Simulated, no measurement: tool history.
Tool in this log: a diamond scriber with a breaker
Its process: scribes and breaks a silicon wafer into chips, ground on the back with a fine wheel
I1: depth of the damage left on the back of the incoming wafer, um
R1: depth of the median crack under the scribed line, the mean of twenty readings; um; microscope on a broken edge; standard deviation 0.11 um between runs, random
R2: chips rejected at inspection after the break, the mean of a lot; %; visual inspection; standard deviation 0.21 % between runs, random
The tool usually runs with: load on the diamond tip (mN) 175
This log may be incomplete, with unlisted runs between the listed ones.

{"run": 1, "hour": 0.0, "load on the diamond tip (mN)": 175, "I1": 1.63, "R1": 6.85, "R2": 9.21}
{"run": 2, "hour": 8.6, "load on the diamond tip (mN)": 175, "I1": 1.94, "R1": 6.87, "R2": 10.43}
{"run": 3, "hour": 21.7, "load on the diamond tip (mN)": 175, "I1": 1.54, "R1": 6.82, "R2": 9.86}
{"run": 4, "hour": 29.7, "load on the diamond tip (mN)": 175, "I1": 2.32, "R1": 6.82, "R2": 11.02}
{"run": 5, "hour": 74.7, "load on the diamond tip (mN)": 175, "I1": 2.59, "R1": 6.79, "R2": 12.42}
{"run": 6, "hour": 87.2, "load on the diamond tip (mN)": 134, "I1": 1.97, "R1": 6.15, "R2": 17.19}
{"run": 7, "hour": 99.1, "load on the diamond tip (mN)": 175, "I1": 1.94, "R1": 6.77, "R2": 10.66}
{"run": 8, "hour": 108.0, "load on the diamond tip (mN)": 175, "I1": 2.55, "R1": 6.83, "R2": 12.71}
{"run": 9, "hour": 117.0, "load on the diamond tip (mN)": 175, "I1": 2.46, "R1": 6.71, "R2": 11.82}
{"run": 10, "hour": 129.2, "load on the diamond tip (mN)": 175, "I1": 2.55, "R1": 6.76, "R2": 12.21}
{"run": 11, "hour": 146.9, "load on the diamond tip (mN)": 175, "I1": 1.7, "R1": 6.7, "R2": 10.04}
{"hour": 152.8, "done": "diamond tip replaced by a new one, of another model than before"}
{"run": 12, "hour": 155.9, "load on the diamond tip (mN)": 175, "I1": 2.37, "R1": 8.3, "R2": 4.28}
{"run": 13, "hour": 166.1, "load on the diamond tip (mN)": 140, "I1": 2.49, "R1": 7.75, "R2": 5.66}
{"run": 14, "hour": 173.3, "load on the diamond tip (mN)": 175, "I1": 2.62, "R1": 8.23, "R2": 4.73}
{"run": 15, "hour": 181.6, "load on the diamond tip (mN)": 149, "I1": 2.17, "R1": 7.77, "R2": 4.6}
{"run": 16, "hour": 193.4, "load on the diamond tip (mN)": 175, "I1": 2.22, "R1": 8.09, "R2": 3.95}
{"run": 17, "hour": 202.7, "load on the diamond tip (mN)": 134, "I1": 2.11, "R1": 7.65, "R2": 5.11}
{"hour": 208.9, "done": "load on the tip recalibrated"}
{"run": 18, "hour": 211.9, "load on the diamond tip (mN)": 204, "I1": 1.57, "R1": 8.27, "R2": 2.56}
{"run": 19, "hour": 221.2, "load on the diamond tip (mN)": 148, "I1": 2.22, "R1": 7.74, "R2": 4.97}
{"run": 20, "hour": 235.0, "load on the diamond tip (mN)": 175, "I1": 2.9, "R1": 7.95, "R2": 7.02}
{"run": 21, "hour": 247.1, "load on the diamond tip (mN)": 157, "I1": 1.86, "R1": 7.65, "R2": 4.14}
{"run": 22, "hour": 264.5, "load on the diamond tip (mN)": 142, "I1": 3.0, "R1": 7.55, "R2": 9.7}
{"run": 23, "hour": 280.9, "load on the diamond tip (mN)": 136, "I1": 1.99, "R1": 7.35, "R2": 6.94}
{"run": 24, "hour": 291.7, "load on the diamond tip (mN)": 199, "I1": 2.37, "R1": 8.09, "R2": 4.72}
{"run": 25, "hour": 332.7, "load on the diamond tip (mN)": 124, "I1": 1.54, "R1": 7.16, "R2": 7.03}

3 ways to go on from here, each from the tool as it stands after run 25. What would each give?
{"run": "A", "hour": 333.3, "load on the diamond tip (mN)": 175, "I1": 2.01, "R1": "?", "R2": "?"}
{"run": "B", "hour": 333.3, "load on the diamond tip (mN)": 190, "I1": 2.01, "R1": "?", "R2": "?"}
{"run": "C", "hour": 333.3, "load on the diamond tip (mN)": 130, "I1": 2.01, "R1": "?", "R2": "?"}

run=A R1=7.56 R2=4.52
run=B R1=7.74 R2=3.94
run=C R1=7.02 R2=7.29
Stripped of hidden state, with their random variation kept, the same runs would have yielded:
run=A R1=8.28 R2=3.05
run=B R1=8.48 R2=3.03
run=C R1=7.70 R2=4.05
